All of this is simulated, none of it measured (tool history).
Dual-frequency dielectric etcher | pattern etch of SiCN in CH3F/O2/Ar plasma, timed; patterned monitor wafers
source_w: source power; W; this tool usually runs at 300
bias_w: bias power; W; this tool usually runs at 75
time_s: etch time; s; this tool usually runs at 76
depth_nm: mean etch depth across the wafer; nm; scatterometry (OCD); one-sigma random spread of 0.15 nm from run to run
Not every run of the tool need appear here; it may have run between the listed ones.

run,hour,source_w,bias_w,time_s,"read-back reference wafer on the same gauge, depth_nm",depth_nm
1,0,300,75,76,26.01,24.02
2,52.8,300,75,76,25.98,24.1
3,96.7,300,75,76,26.04,24.34
4,156.6,300,75,76,25.99,24.61
5,227.4,300,75,76,26.04,24.79
6,307.7,300,71,76,26,24.14
7,354.1,300,75,76,26.02,24.88
8,398.9,300,75,76,26,23.67
9,449,230,75,65,26.01,17.97
10,520.9,300,75,98,26,31.07
11,588.4,380,75,66,26.03,23.1
12,619.6,220,75,76,25.98,20.8
13,662.5,230,81,97,26.01,28.27
14,874.7,300,75,76,26.01,24.79
15,911.2,300,75,76,25.96,24.58
16,960.8,300,58,97.5,26.01,27.47

Not shown: 6 entries that the log had between the listed runs. Between which runs, and how does the tool's hidden state differ before and after?
From run 5 to run 6: upper electrode replaced (hour 307.2)
  etch rate over this chamber's usual, %: 3.7 -> 4.4
  measured value less the no-hidden-state value, depth_nm: +0.89 -> +1.02 nm
From run 7 to run 8: gauge calibrated (hour 358); wet clean of the chamber (hour 380.2)
  etch rate over this chamber's usual, %: 4.8 -> -0.317
  measured value less the no-hidden-state value, depth_nm: +1.14 -> -0.08 nm
From run 10 to run 11: source power generator calibrated (hour 561.5)
  etch rate over this chamber's usual, %: 0.744 -> 1.33
  measured value less the no-hidden-state value, depth_nm: +0.23 -> +0.3 nm
From run 13 to run 14: bias power generator calibrated (hour 669.5)
  etch rate over this chamber's usual, %: 1.98 -> 3.82
  measured value less the no-hidden-state value, depth_nm: +0.55 -> +0.91 nm
From run 15 to run 16: wet clean of the chamber (hour 960.3)
  etch rate over this chamber's usual, %: 4.14 -> -0.353
  measured value less the no-hidden-state value, depth_nm: +0.98 -> -0.1 nm
